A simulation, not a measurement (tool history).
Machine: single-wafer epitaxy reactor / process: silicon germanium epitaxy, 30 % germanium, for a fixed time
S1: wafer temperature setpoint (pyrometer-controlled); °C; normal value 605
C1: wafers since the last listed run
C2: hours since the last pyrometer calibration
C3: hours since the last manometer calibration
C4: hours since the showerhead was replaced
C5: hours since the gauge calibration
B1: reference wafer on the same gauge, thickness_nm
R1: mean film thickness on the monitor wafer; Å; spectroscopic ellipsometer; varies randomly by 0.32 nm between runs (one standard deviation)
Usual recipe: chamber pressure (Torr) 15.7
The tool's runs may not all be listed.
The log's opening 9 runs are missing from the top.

{"run": 10, "hour": 735.4, "S1": 605, "chamber pressure (Torr)": 15.7, "C1": 624, "C2": 661.5, "C3": 1794.8, "C4": 39.4, "C5": 3967.8, "B1": 68.463, "R1": 597.39}
{"hour": 738.4, "done": "gauge calibrated"}
{"run": 11, "hour": 834.2, "S1": 605, "chamber pressure (Torr)": 15.7, "C1": 1654, "C2": 760.3, "C3": 1893.6, "C4": 138.2, "C5": 95.8, "B1": 68.217, "R1": 600.68}
{"run": 12, "hour": 890.7, "S1": 605, "chamber pressure (Torr)": 13.5, "C1": 946, "C2": 816.8, "C3": 1950.1, "C4": 194.7, "C5": 152.3, "B1": 68.421, "R1": 583.74}
{"hour": 967.4, "done": "capacitance manometer re-zeroed and calibrated"}
{"run": 13, "hour": 970.9, "S1": 597, "chamber pressure (Torr)": 13.6, "C1": 1209, "C2": 897.0, "C3": 3.5, "C4": 274.9, "C5": 232.5, "B1": 68.449, "R1": 488.8}
{"run": 14, "hour": 1049.7, "S1": 605, "chamber pressure (Torr)": 18.5, "C1": 1319, "C2": 975.8, "C3": 82.3, "C4": 353.7, "C5": 311.3, "B1": 68.322, "R1": 604.94}
{"run": 15, "hour": 1151.7, "S1": 605, "chamber pressure (Torr)": 15.7, "C1": 1708, "C2": 1077.8, "C3": 184.3, "C4": 455.7, "C5": 413.3, "B1": 68.406, "R1": 575.3}
{"run": 16, "hour": 1246.2, "S1": 605, "chamber pressure (Torr)": 15.7, "C1": 1582, "C2": 1172.3, "C3": 278.8, "C4": 550.2, "C5": 507.8, "B1": 68.461, "R1": 580.88}
{"run": 17, "hour": 1298.9, "S1": 617, "chamber pressure (Torr)": 12.0, "C1": 882, "C2": 1225.0, "C3": 331.5, "C4": 602.9, "C5": 560.5, "B1": 68.37, "R1": 656.99}
{"run": 18, "hour": 1343.2, "S1": 601, "chamber pressure (Torr)": 14.7, "C1": 741, "C2": 1269.3, "C3": 375.8, "C4": 647.2, "C5": 604.8, "B1": 68.545, "R1": 531.4}
{"run": 19, "hour": 1439.9, "S1": 605, "chamber pressure (Torr)": 15.7, "C1": 1619, "C2": 1366.0, "C3": 472.5, "C4": 743.9, "C5": 701.5, "B1": 68.189, "R1": 577.85}
{"run": 20, "hour": 1494.8, "S1": 611, "chamber pressure (Torr)": 15.7, "C1": 919, "C2": 1420.9, "C3": 527.4, "C4": 798.8, "C5": 756.4, "B1": 68.538, "R1": 635.21}
{"run": 21, "hour": 1542.7, "S1": 615, "chamber pressure (Torr)": 19.0, "C1": 802, "C2": 1468.8, "C3": 575.3, "C4": 846.7, "C5": 804.3, "B1": 68.488, "R1": 709.87}
{"run": 22, "hour": 1586.9, "S1": 594, "chamber pressure (Torr)": 17.7, "C1": 740, "C2": 1513.0, "C3": 619.5, "C4": 890.9, "C5": 848.5, "B1": 68.141, "R1": 502.19}
{"run": 23, "hour": 1687.3, "S1": 612, "chamber pressure (Torr)": 15.7, "C1": 1681, "C2": 1613.4, "C3": 719.9, "C4": 991.3, "C5": 948.9, "B1": 68.394, "R1": 642.46}
{"hour": 1715.1, "done": "capacitance manometer re-zeroed and calibrated, repeated, since the last time left the tool worse"}
{"run": 24, "hour": 1730.0, "S1": 605, "chamber pressure (Torr)": 17.2, "C1": 581, "C2": 1656.1, "C3": 14.9, "C4": 1034.0, "C5": 991.6, "B1": 68.367, "R1": 600.6}
{"run": 25, "hour": 1808.4, "S1": 609, "chamber pressure (Torr)": 19.0, "C1": 1312, "C2": 1734.5, "C3": 93.3, "C4": 1112.4, "C5": 1070.0, "B1": 68.433, "R1": 662.86}
{"run": 26, "hour": 1886.8, "S1": 619, "chamber pressure (Torr)": 15.7, "C1": 1312, "C2": 1812.9, "C3": 171.7, "C4": 1190.8, "C5": 1148.4, "B1": 68.296, "R1": 738.16}
{"run": 27, "hour": 1934.4, "S1": 616, "chamber pressure (Torr)": 13.8, "C1": 797, "C2": 1860.5, "C3": 219.3, "C4": 1238.4, "C5": 1196.0, "B1": 68.327, "R1": 684.56}
{"run": 28, "hour": 1992.4, "S1": 616, "chamber pressure (Torr)": 17.9, "C1": 971, "C2": 1918.5, "C3": 277.3, "C4": 1296.4, "C5": 1254.0, "B1": 68.27, "R1": 726.91}
{"run": 29, "hour": 2059.1, "S1": 601, "chamber pressure (Torr)": 14.7, "C1": 1116, "C2": 1985.2, "C3": 344.0, "C4": 1363.1, "C5": 1320.7, "B1": 68.253, "R1": 542.93}
{"run": 30, "hour": 2121.7, "S1": 605, "chamber pressure (Torr)": 15.7, "C1": 1048, "C2": 2047.8, "C3": 406.6, "C4": 1425.7, "C5": 1383.3, "B1": 68.447, "R1": 596.08}
{"run": 31, "hour": 2229.3, "S1": 605, "chamber pressure (Torr)": 15.7, "C1": 1801, "C2": 2155.4, "C3": 514.2, "C4": 1533.3, "C5": 1490.9, "B1": 68.472, "R1": 593.85}
{"run": 32, "hour": 2268.6, "S1": 594, "chamber pressure (Torr)": 17.7, "C1": 658, "C2": 2194.7, "C3": 553.5, "C4": 1572.6, "C5": 1530.2, "B1": 68.341, "R1": 514.87}
{"run": 33, "hour": 2344.4, "S1": 616, "chamber pressure (Torr)": 13.8, "C1": 1269, "C2": 2270.5, "C3": 629.3, "C4": 1648.4, "C5": 1606.0, "B1": 68.304, "R1": 684.21}
{"hour": 2365.8, "done": "pyrometer calibrated"}
{"run": 34, "hour": 2443.4, "S1": 619, "chamber pressure (Torr)": 12.3, "C1": 1523, "C2": 77.6, "C3": 728.3, "C4": 1747.4, "C5": 1705.0, "B1": 68.358, "R1": 696.82}

Consider 5 possible next runs. They are alternatives, not a sequence: every one starts from the tool as it was left by run 34. What does each give?
{"run": "A", "hour": 2443.8, "S1": 618, "chamber pressure (Torr)": 15.7, "C1": 6, "C2": 78.0, "C3": 728.7, "C4": 1747.8, "C5": 1705.4, "B1": "?", "R1": "?"}
{"run": "B", "hour": 2443.8, "S1": 593, "chamber pressure (Torr)": 14.6, "C1": 6, "C2": 78.0, "C3": 728.7, "C4": 1747.8, "C5": 1705.4, "B1": "?", "R1": "?"}
{"run": "C", "hour": 2443.8, "S1": 605, "chamber pressure (Torr)": 19.0, "C1": 6, "C2": 78.0, "C3": 728.7, "C4": 1747.8, "C5": 1705.4, "B1": "?", "R1": "?"}
{"run": "D", "hour": 2443.8, "S1": 613, "chamber pressure (Torr)": 15.7, "C1": 6, "C2": 78.0, "C3": 728.7, "C4": 1747.8, "C5": 1705.4, "B1": "?", "R1": "?"}
{"run": "E", "hour": 2443.8, "S1": 591, "chamber pressure (Torr)": 18.2, "C1": 6, "C2": 78.0, "C3": 728.7, "C4": 1747.8, "C5": 1705.4, "B1": "?", "R1": "?"}

run=A B1=68.296 R1=724.36
run=B B1=68.296 R1=478.17
run=C B1=68.296 R1=621.35
run=D B1=68.296 R1=670.13
run=E B1=68.296 R1=490.08
What these runs would have given with no unlogged condition in the tool:
run=A R1=721.79
run=B R1=476.47
run=C R1=619.15
run=D R1=667.76
run=E R1=488.34

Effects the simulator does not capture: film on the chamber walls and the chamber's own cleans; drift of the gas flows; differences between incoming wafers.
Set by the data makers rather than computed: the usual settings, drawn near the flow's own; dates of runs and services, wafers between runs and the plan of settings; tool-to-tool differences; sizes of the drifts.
